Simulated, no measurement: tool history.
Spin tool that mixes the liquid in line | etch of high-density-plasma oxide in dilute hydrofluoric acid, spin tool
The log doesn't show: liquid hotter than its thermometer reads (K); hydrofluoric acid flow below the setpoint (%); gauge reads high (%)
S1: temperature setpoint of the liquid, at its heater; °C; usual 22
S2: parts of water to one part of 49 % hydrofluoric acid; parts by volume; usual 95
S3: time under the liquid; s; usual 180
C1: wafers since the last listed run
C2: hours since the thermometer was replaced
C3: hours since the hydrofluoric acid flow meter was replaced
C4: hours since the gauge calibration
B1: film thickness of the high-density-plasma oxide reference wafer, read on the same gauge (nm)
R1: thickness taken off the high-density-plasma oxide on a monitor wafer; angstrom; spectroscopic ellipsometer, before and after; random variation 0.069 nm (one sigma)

run,day,S1,S2,S3,C1,C2,C3,C4,B1,R1
1,0,22,95,105,0,549.4,513.2,1023.7,40.01,60.9
2,2.779,19.5,95,180,434,616.1,579.9,1090.4,39.98,92.8
# day 10.475: thermometer replaced
3,13.479,22,95,140,1666,72.1,836.7,1347.2,40,78
4,15.321,22,95,140,288,116.3,880.9,1391.4,39.97,77.6
# day 18.05: hydrofluoric acid flow meter replaced
5,19.242,22,95,140,606,210.4,28.6,1485.5,40.01,83.3
6,21.654,22,60,180,377,268.3,86.5,1543.4,40.03,176.5
7,23.742,22,60,180,326,318.4,136.6,1593.5,40.02,175.8
8,25.433,22,70,180,264,359,177.2,1634.1,39.99,147.8
9,29.679,24.5,95,180,663,460.9,279.1,1736,40.02,117.7
10,32.208,24.5,95,180,395,521.6,339.8,1796.7,40,116.7
11,35.425,25.5,60,135,503,598.8,417,1873.9,40,148.8
12,37.196,26.5,135,180,276,641.3,459.5,1916.4,40.01,82.9
13,39.146,22,95,180,304,688.1,506.3,1963.2,40,102.6
# day 46.425: thermometer replaced
14,51.383,22,60,180,1907,119,800,2256.9,39.98,166.9
15,53.317,17.5,110,180,302,165.4,846.4,2303.3,40.02,71.7
16,56.979,26,135,180,572,253.3,934.3,2391.2,39.99,78.8
# day 57.954: hydrofluoric acid flow meter replaced
# day 59.992: gauge calibrated
17,60.408,22,95,110,529,335.6,58.9,10,40.01,65.3
18,63.85,18.5,95,220,538,418.2,141.5,92.6,40.01,112
19,66.671,22,95,180,441,485.9,209.2,160.3,39.99,105.1
20,69.912,22,95,180,506,563.7,287,238.1,40.01,105.3
21,73.117,27,95,180,501,640.6,363.9,315,40,128.8
# day 75.871: thermometer replaced
22,76.383,22,115,260,504,12.3,442.3,393.4,39.97,122.2
23,78.033,19,70,125,258,51.9,481.9,433,39.99,89.3
24,79.95,18.5,120,105,299,97.9,527.9,479,39.98,40.2
25,83.975,17,135,275,629,194.5,624.5,575.6,40,86.2
26,87.721,19.5,130,215,585,284.4,714.4,665.5,40,76.8
27,89.554,22,140,180,286,328.4,758.4,709.5,40,65.8
28,91.062,22,95,180,235,364.6,794.6,745.7,39.98,101.4
29,94.979,22,130,180,612,458.6,888.6,839.7,40.02,69.9
30,96.683,22,110,275,266,499.5,929.5,880.6,40.02,129.8
31,100.021,18.5,60,270,521,579.6,1009.6,960.7,40.01,215.1
32,102.988,22,125,130,463,650.8,1080.8,1031.9,40,52.5

4 ways to go on from here, each from the tool as it stands after run 32. What would each give?
A,103.008,22,120,180,3,651.3,1081.3,1032.4,?,?
B,103.008,22,110,180,3,651.3,1081.3,1032.4,?,?
C,103.008,18,95,180,3,651.3,1081.3,1032.4,?,?
D,103.008,24,60,140,3,651.3,1081.3,1032.4,?,?

run,B1,R1
A,39.99,75.3
B,39.99,83.2
C,39.99,83.3
D,39.99,137.3
Without the tool's hidden state the same runs would have given:
run,R1
A,82.4
B,91
C,90.9
D,149.5

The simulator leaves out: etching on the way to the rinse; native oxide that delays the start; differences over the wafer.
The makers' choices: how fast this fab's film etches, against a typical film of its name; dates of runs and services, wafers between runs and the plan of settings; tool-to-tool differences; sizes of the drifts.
